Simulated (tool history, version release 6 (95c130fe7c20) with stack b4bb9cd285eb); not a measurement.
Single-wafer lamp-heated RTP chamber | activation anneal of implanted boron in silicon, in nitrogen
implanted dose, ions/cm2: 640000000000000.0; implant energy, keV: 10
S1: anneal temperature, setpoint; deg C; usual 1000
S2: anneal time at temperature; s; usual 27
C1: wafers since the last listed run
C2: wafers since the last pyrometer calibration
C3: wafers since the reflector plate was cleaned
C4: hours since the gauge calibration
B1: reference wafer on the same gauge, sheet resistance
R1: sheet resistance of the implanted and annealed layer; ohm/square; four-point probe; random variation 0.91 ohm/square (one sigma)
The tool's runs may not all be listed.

run,day,S1,S2,C1,C2,C3,C4,B1,R1
1,0.000,1000,27,0,1785,11149,511.9,165.23,192.02
2,1.512,1000,27,353,2138,11502,548.2,164.90,191.83
3,4.196,1000,27,626,2764,12129,612.6,164.93,192.44
4,6.758,989,27,598,3363,12727,674.1,165.05,195.12
5,8.221,981,32,341,3704,13068,709.2,165.09,197.86
6,10.238,1000,27,470,4175,13539,757.6,165.02,191.13
7,12.138,1000,27,443,4618,13982,803.2,164.87,191.16
8,13.533,1000,32,325,4944,14308,836.7,165.14,190.90
9,14.554,1000,33,238,5182,14546,861.2,164.85,191.90
10,15.662,1000,27,258,5441,14805,887.8,164.94,191.64
# day 16.617: gauge calibrated
# day 22.525: reflector plate cleaned
11,23.421,1009,27,1733,7174,209,163.3,164.95,189.67
12,25.604,1030,27,509,7684,719,215.7,164.78,188.87
# day 27.121: pyrometer window cleaned and pyrometer calibrated
13,27.846,1000,37,445,169,1164,269.5,164.99,192.68
14,30.546,1027,38,630,799,1794,334.3,165.12,186.38
15,32.779,1019,14,521,1321,2316,387.9,164.97,191.39
16,35.017,1000,27,522,1843,2838,441.6,165.09,190.19
17,36.971,1000,39,456,2299,3294,488.5,165.04,191.09
18,39.271,1000,27,536,2836,3831,543.7,165.19,191.26
19,40.450,1000,27,275,3111,4106,572.0,165.04,192.33
20,42.708,1010,13,527,3638,4633,626.2,164.85,191.87
21,44.104,972,14,325,3964,4959,659.7,165.02,209.42

Hidden state at the last listed run before each entry between runs and at the first one after, where it differs:
Between runs 10 and 11: gauge calibrated (day 16.617); reflector plate cleaned (day 22.525)
  no hidden state differs between the two runs
Between runs 12 and 13: pyrometer window cleaned and pyrometer calibrated (day 27.121)
  no hidden state differs between the two runs
